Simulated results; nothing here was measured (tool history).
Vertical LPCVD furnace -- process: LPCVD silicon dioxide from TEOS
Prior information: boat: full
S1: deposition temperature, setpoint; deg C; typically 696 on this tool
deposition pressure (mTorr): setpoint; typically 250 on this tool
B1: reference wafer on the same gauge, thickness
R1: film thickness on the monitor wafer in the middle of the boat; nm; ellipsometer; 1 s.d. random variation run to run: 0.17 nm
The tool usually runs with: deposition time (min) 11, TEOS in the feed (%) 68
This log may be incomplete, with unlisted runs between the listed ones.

run 1 hour=0 | S1=696 deposition_pressure_(mTorr)=250 deposition_time_(min)=11 TEOS_in_the_feed_(%)=68 | B1=59.61 | R1=69.49
run 2 hour=87.3 | S1=696 deposition_pressure_(mTorr)=250 deposition_time_(min)=11 TEOS_in_the_feed_(%)=68 | B1=59.57 | R1=69.54
run 3 hour=157 | S1=696 deposition_pressure_(mTorr)=250 deposition_time_(min)=11 TEOS_in_the_feed_(%)=68 | B1=59.63 | R1=69.93
run 4 hour=210.3 | S1=696 deposition_pressure_(mTorr)=250 deposition_time_(min)=11 TEOS_in_the_feed_(%)=68 | B1=59.55 | R1=70
run 5 hour=287.3 | S1=696 deposition_pressure_(mTorr)=250 deposition_time_(min)=11 TEOS_in_the_feed_(%)=68 | B1=59.64 | R1=69.92
-- hour=356.6 gauge calibrated
run 6 hour=367.4 | S1=696 deposition_pressure_(mTorr)=250 deposition_time_(min)=9.5 TEOS_in_the_feed_(%)=68 | B1=59.56 | R1=60.3
-- hour=447.8 TEOS flow controller replaced
run 7 hour=455 | S1=696 deposition_pressure_(mTorr)=250 deposition_time_(min)=9.5 TEOS_in_the_feed_(%)=68 | B1=59.62 | R1=60.38
run 8 hour=523.7 | S1=696 deposition_pressure_(mTorr)=225 deposition_time_(min)=8.5 TEOS_in_the_feed_(%)=68 | B1=59.62 | R1=51.63

For run 9, what comes out?
run 9 hour=571.4 | S1=696 deposition_pressure_(mTorr)=230 deposition_time_(min)=11 TEOS_in_the_feed_(%)=68 | B1=? | R1=?

{"run 9": {"B1": 59.54, "R1": 67.52}}
Without the tool's hidden state the same run would have given R1 63.51 nm.

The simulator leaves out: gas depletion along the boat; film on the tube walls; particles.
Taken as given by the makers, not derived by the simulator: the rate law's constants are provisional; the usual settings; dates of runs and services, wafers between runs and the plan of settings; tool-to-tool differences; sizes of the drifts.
